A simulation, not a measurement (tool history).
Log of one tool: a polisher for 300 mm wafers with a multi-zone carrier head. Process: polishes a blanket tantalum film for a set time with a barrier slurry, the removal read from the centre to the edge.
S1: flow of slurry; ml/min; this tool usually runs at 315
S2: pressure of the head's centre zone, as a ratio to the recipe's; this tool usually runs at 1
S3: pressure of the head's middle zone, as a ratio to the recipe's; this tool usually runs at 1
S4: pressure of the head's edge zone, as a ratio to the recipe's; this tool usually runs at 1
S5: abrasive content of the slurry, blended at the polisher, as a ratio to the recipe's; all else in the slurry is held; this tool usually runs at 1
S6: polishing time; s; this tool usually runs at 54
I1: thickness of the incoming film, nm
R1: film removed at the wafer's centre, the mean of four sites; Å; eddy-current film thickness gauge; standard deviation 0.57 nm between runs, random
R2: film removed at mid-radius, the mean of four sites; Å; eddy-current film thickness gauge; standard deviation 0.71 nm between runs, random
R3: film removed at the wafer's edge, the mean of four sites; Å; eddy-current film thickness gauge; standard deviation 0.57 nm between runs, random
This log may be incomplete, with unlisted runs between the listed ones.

run 1 hour=0 | S1=315 S2=1 S3=1 S4=1 S5=1 S6=54 | I1=426.1 | R1=768 R2=658 R3=682
run 2 hour=16.4 | S1=315 S2=1 S3=1 S4=1 S5=1 S6=54 | I1=434.8 | R1=770 R2=673 R3=683
run 3 hour=30.1 | S1=315 S2=1 S3=1 S4=1 S5=1 S6=54 | I1=423.8 | R1=766 R2=686 R3=680
-- hour=38.2 worn pad replaced by a new one
run 4 hour=46.8 | S1=315 S2=1 S3=0.95 S4=1 S5=0.95 S6=54 | I1=439 | R1=744 R2=640 R3=675
run 5 hour=55.7 | S1=315 S2=1 S3=1 S4=1.07 S5=1 S6=54 | I1=424.4 | R1=761 R2=661 R3=703
run 6 hour=68.2 | S1=315 S2=1 S3=0.9 S4=1 S5=0.85 S6=54 | I1=435.9 | R1=733 R2=574 R3=646
run 7 hour=79.2 | S1=315 S2=1 S3=0.93 S4=1 S5=1 S6=54 | I1=430.9 | R1=767 R2=619 R3=675
run 8 hour=96.4 | S1=315 S2=1 S3=1 S4=1 S5=1 S6=54 | I1=430.8 | R1=752 R2=665 R3=674
-- hour=98.8 centre zone pressure recalibrated
run 9 hour=113.6 | S1=315 S2=1 S3=1 S4=1 S5=1 S6=54 | I1=436 | R1=690 R2=648 R3=674
run 10 hour=126.7 | S1=315 S2=1 S3=1 S4=0.91 S5=1 S6=42 | I1=430.6 | R1=539 R2=506 R3=510
run 11 hour=139.3 | S1=315 S2=1 S3=1 S4=1 S5=1 S6=54 | I1=435.9 | R1=686 R2=654 R3=674
run 12 hour=157.2 | S1=420 S2=1 S3=1 S4=1 S5=1 S6=54 | I1=433.5 | R1=721 R2=675 R3=695
run 13 hour=174.9 | S1=315 S2=1 S3=1 S4=1.05 S5=0.85 S6=48 | I1=429.4 | R1=584 R2=562 R3=591
run 14 hour=183.2 | S1=315 S2=1 S3=1 S4=1 S5=1 S6=54 | I1=432.9 | R1=688 R2=659 R3=664
run 15 hour=192.5 | S1=380 S2=1 S3=1 S4=1 S5=1.1 S6=70 | I1=425.4 | R1=955 R2=883 R3=909
-- hour=203.5 worn pad replaced by a new one
-- hour=208 slurry nozzle cleaned
run 16 hour=208.5 | S1=315 S2=1 S3=1 S4=1 S5=1 S6=72 | I1=439 | R1=1001 R2=929 R3=942
run 17 hour=222.1 | S1=315 S2=1 S3=1 S4=1 S5=1 S6=54 | I1=434.8 | R1=742 R2=693 R3=702
run 18 hour=239.7 | S1=315 S2=1 S3=0.91 S4=0.96 S5=1 S6=54 | I1=428 | R1=729 R2=634 R3=680
run 19 hour=249.3 | S1=315 S2=1.07 S3=1 S4=1 S5=1 S6=54 | I1=431.1 | R1=776 R2=677 R3=687
run 20 hour=260.1 | S1=255 S2=1 S3=1 S4=1 S5=1 S6=54 | I1=431 | R1=716 R2=676 R3=674
run 21 hour=277.6 | S1=315 S2=1 S3=1 S4=1 S5=1 S6=54 | I1=427.2 | R1=736 R2=685 R3=686
run 22 hour=293.5 | S1=375 S2=1 S3=1.06 S4=0.91 S5=1 S6=42 | I1=430.6 | R1=576 R2=563 R3=516
run 23 hour=311.4 | S1=315 S2=1 S3=1 S4=1 S5=1.2 S6=54 | I1=430.6 | R1=771 R2=698 R3=709

3 options for the next run, each taken on its own from the tool as it stands now. Forecast them:
run A hour=311.8 | S1=315 S2=1 S3=1 S4=1 S5=1 S6=54 | I1=434.9 | R1=? R2=? R3=?
run B hour=311.8 | S1=315 S2=0.92 S3=1 S4=1 S5=1 S6=54 | I1=434.9 | R1=? R2=? R3=?
run C hour=311.8 | S1=315 S2=1 S3=1 S4=0.96 S5=1 S6=54 | I1=434.9 | R1=? R2=? R3=?

run=A R1=732 R2=680 R3=683
run=B R1=682 R2=681 R3=683
run=C R1=732 R2=680 R3=669
The same runs, with their run-to-run variation unchanged, on a tool lacking any hidden condition would have given:
run=A R1=737 R2=704 R3=701
run=B R1=687 R2=704 R3=701
run=C R1=737 R2=704 R3=687
